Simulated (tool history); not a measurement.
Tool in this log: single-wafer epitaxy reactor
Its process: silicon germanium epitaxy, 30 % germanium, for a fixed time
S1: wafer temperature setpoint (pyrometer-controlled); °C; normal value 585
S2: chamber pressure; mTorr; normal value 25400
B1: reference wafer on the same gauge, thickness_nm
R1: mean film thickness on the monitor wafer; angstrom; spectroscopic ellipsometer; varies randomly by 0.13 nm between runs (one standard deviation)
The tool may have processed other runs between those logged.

run   hour   S1     S2      B1      R1
  1    0.0  577  25400  51.988  463.15
  2   10.8  577  25400  51.979  462.47
  3   26.7  577  25400  52.000  463.99
  4   42.1  585  25400  51.980  533.24
  5   79.1  585  25400  51.989  529.28
  6   86.4  585  25400  52.006  526.73
  7  102.4  585  25400  52.040  529.64
  8  118.4  589  22100  51.998  517.83
  9  133.9  589  22100  51.997  519.88
     145.0  -- pyrometer calibrated
 10  145.5  585  25400  51.964  479.48
 11  151.5  585  25400  52.046  480.61
 12  163.9  585  25400  51.990  482.35
     164.9  -- gauge calibrated
 13  172.9  585  25400  52.000  483.96
 14  181.2  585  25400  51.980  482.93
 15  191.6  600  27800  52.014  653.46
 16  208.4  579  21000  52.038  390.91
 17  222.4  596  20200  51.971  503.62
 18  236.1  585  25400  52.006  485.59
     257.7  -- capacitance manometer re-zeroed and calibrated
 19  258.2  596  20200  51.992  504.01
 20  268.8  593  31500  52.038  629.85
     277.5  -- showerhead replaced
 21  284.8  595  21500  51.982  521.10
 22  297.3  593  31500  52.017  631.34
 23  312.3  585  25400  52.024  489.82
 24  323.4  580  21800  52.046  411.13
 25  339.8  590  19300  52.016  449.47
 26  351.9  585  25400  52.023  490.89
 27  367.4  585  25400  51.968  491.81
 28  379.0  578  23100  52.002  416.79

The tool's hidden state at each run:
true pressure above the setpoint (%): 0 in every run
gauge reads high (%): 0 in every run
H1: wafer temperature above the value expected at the setpoint (K)
run       H1
  1     5.57
  2     5.58
  3     5.58
  4     5.59
  5      5.6
  6      5.6
  7     5.61
  8     5.61
  9     5.62
 10    -0.32
 11   -0.267
 12    -0.16
 13  -0.0839
 14  -0.0142
 15    0.072
 16    0.209
 17     0.32
 18    0.427
 19    0.596
 20    0.675
 21    0.792
 22    0.881
 23    0.987
 24     1.06
 25     1.17
 26     1.25
 27     1.36
 28     1.43

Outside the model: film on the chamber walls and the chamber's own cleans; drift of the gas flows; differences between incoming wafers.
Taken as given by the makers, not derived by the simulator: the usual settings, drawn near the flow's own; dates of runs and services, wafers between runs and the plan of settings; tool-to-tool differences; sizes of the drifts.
